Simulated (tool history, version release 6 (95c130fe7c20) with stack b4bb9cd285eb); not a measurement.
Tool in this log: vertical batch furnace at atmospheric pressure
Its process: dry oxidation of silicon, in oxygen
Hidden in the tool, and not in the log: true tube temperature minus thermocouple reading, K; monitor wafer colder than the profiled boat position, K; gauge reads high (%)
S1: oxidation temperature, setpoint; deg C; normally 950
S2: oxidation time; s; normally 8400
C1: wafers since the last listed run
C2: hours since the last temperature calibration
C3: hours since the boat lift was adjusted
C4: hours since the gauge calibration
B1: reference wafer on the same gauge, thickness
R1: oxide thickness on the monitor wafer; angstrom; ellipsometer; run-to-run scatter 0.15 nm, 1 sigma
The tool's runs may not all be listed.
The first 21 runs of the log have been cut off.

run 22 hour=558.6 | S1=950 S2=8400 | C1=169 C2=3293.6 C3=3957.6 C4=201.8 | B1=53.1 | R1=544.7
run 23 hour=575.7 | S1=950 S2=10020 | C1=181 C2=3310.7 C3=3974.7 C4=218.9 | B1=53.08 | R1=616.6
run 24 hour=594 | S1=966 S2=5400 | C1=193 C2=3329 C3=3993 C4=237.2 | B1=53.05 | R1=465.4
-- hour=626.3 boat lift adjusted
-- hour=640.8 thermocouples replaced and temperature profile calibrated
run 25 hour=641.3 | S1=958 S2=11730 | C1=93 C2=0.5 C3=15 C4=284.5 | B1=53.08 | R1=781.8
run 26 hour=647.6 | S1=950 S2=5340 | C1=66 C2=6.8 C3=21.3 C4=290.8 | B1=53.12 | R1=409.2
run 27 hour=653.9 | S1=950 S2=6930 | C1=66 C2=13.1 C3=27.6 C4=297.1 | B1=53.12 | R1=495
run 28 hour=664.6 | S1=928 S2=8400 | C1=113 C2=23.8 C3=38.3 C4=307.8 | B1=53.07 | R1=448
run 29 hour=691 | S1=959 S2=9660 | C1=279 C2=50.2 C3=64.7 C4=334.2 | B1=53.05 | R1=682
run 30 hour=710.5 | S1=961 S2=10950 | C1=206 C2=69.7 C3=84.2 C4=353.7 | B1=53.08 | R1=758.5
run 31 hour=736.3 | S1=950 S2=8400 | C1=273 C2=95.5 C3=110 C4=379.5 | B1=53.08 | R1=566.6
run 32 hour=760.7 | S1=950 S2=4470 | C1=258 C2=119.9 C3=134.4 C4=403.9 | B1=53.08 | R1=362.7
run 33 hour=774.3 | S1=943 S2=6840 | C1=144 C2=133.5 C3=148 C4=417.5 | B1=53.05 | R1=453.7
run 34 hour=785.8 | S1=950 S2=8400 | C1=121 C2=145 C3=159.5 C4=429 | B1=53.13 | R1=563.7
run 35 hour=808.7 | S1=950 S2=8400 | C1=242 C2=167.9 C3=182.4 C4=451.9 | B1=53.2 | R1=564.1
run 36 hour=826.6 | S1=968 S2=4260 | C1=189 C2=185.8 C3=200.3 C4=469.8 | B1=53.08 | R1=414.6
run 37 hour=839.7 | S1=959 S2=8400 | C1=138 C2=198.9 C3=213.4 C4=482.9 | B1=53.01 | R1=614.8
run 38 hour=852.3 | S1=969 S2=4440 | C1=133 C2=211.5 C3=226 C4=495.5 | B1=53.06 | R1=428.1

What if the next run were any one of these 5? Each begins from the tool's condition after run 38:
run A hour=858.7 | S1=938 S2=8400 | C1=67 C2=217.9 C3=232.4 C4=501.9 | B1=? | R1=?
run B hour=858.7 | S1=967 S2=8400 | C1=67 C2=217.9 C3=232.4 C4=501.9 | B1=? | R1=?
run C hour=858.7 | S1=937 S2=7140 | C1=67 C2=217.9 C3=232.4 C4=501.9 | B1=? | R1=?
run D hour=858.7 | S1=973 S2=7320 | C1=67 C2=217.9 C3=232.4 C4=501.9 | B1=? | R1=?
run E hour=858.7 | S1=971 S2=8400 | C1=67 C2=217.9 C3=232.4 C4=501.9 | B1=? | R1=?

run=A B1=53.12 R1=498.4
run=B B1=53.12 R1=659.9
run=C B1=53.12 R1=438.4
run=D B1=53.12 R1=626.2
run=E B1=53.12 R1=680.2
Stripped of hidden state, with their random variation kept, the same runs would have yielded:
run=A R1=503.3
run=B R1=664.6
run=C R1=442.7
run=D R1=630.5
run=E R1=684.9

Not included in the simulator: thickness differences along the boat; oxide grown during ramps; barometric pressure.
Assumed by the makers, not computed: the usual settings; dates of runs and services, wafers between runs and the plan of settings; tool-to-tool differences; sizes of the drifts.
